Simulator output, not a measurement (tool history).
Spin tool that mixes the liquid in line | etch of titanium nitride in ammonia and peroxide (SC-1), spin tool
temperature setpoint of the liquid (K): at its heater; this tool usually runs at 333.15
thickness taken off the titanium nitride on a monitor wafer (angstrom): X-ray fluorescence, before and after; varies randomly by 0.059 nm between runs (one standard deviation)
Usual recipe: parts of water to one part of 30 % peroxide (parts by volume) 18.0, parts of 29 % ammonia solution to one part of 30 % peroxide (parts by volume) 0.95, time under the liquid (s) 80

run	hour	temperature setpoint of the liquid (K)	parts of water to one part of 30 % peroxide (parts by volume)	parts of 29 % ammonia solution to one part of 30 % peroxide (parts by volume)	time under the liquid (s)	read-back film thickness of the titanium nitride reference wafer, read on the same gauge (nm)	thickness taken off the titanium nitride on a monitor wafer (angstrom)
1	0.0	333.15	18.0	0.95	80	130.00	87.3
2	68.1	333.15	14.5	0.95	80	130.04	97.9
3	117.6	333.15	14.5	0.95	80	130.01	97.2
4	203.2	328.65	12.0	0.70	80	130.01	75.5
5	309.7	342.15	18.0	0.95	80	130.02	153.7
6	410.9	340.65	14.5	0.95	105	130.02	203.5
# hour 425.7: new drum of ammonia solution connected
7	489.3	337.15	9.5	1.20	100	130.01	198.7
# hour 523.4: thermometer replaced
8	562.5	329.65	15.5	0.60	45	130.01	39.4
9	641.6	333.15	18.0	0.95	80	130.02	87.2
10	703.2	340.65	15.0	0.95	120	130.06	236.1
# hour 738.6: heated supply line repaired
11	749.5	333.15	13.5	0.95	80	130.02	109.6
12	789.1	333.15	18.0	1.20	115	130.02	140.6
13	869.9	324.65	10.5	1.10	80	130.01	72.2
14	968.1	333.15	18.0	0.95	80	130.00	93.3
15	1061.3	333.15	18.0	0.95	80	130.01	92.3
# hour 1072.7: ammonia flow meter replaced
16	1136.4	333.15	18.0	0.95	80	129.99	92.2
17	1207.3	336.65	26.0	0.70	40	129.96	44.7
18	1249.5	323.65	12.0	0.95	80	129.97	59.4
19	1300.2	341.15	18.0	0.95	95	130.04	178.0
20	1346.4	333.15	18.0	0.95	80	130.00	89.3
21	1404.5	333.15	18.0	0.95	35	129.99	39.1
# hour 1439.6: new drum of ammonia solution connected
22	1449.8	327.15	18.0	0.95	80	129.98	60.2
23	1536.0	328.15	23.5	0.70	80	130.03	52.3
24	1611.4	333.15	18.0	0.95	80	130.03	88.7
25	1705.4	333.15	18.0	0.70	80	129.95	83.5

Predict each of these 3 candidate next runs independently; none follows another, all start after run 25:
A	1705.8	333.15	22.0	0.95	80	?	?
B	1705.8	330.15	11.5	0.55	110	?	?
C	1705.8	333.15	18.0	1.20	120	?	?

run	read-back film thickness of the titanium nitride reference wafer, read on the same gauge (nm)	thickness taken off the titanium nitride on a monitor wafer (angstrom)
A	129.95	79.0
B	129.95	114.8
C	129.95	137.5
Take away the tool's hidden state, keep each run's random variation, and the runs would have read:
run	thickness taken off the titanium nitride on a monitor wafer (angstrom)
A	86.3
B	125.6
C	150.2

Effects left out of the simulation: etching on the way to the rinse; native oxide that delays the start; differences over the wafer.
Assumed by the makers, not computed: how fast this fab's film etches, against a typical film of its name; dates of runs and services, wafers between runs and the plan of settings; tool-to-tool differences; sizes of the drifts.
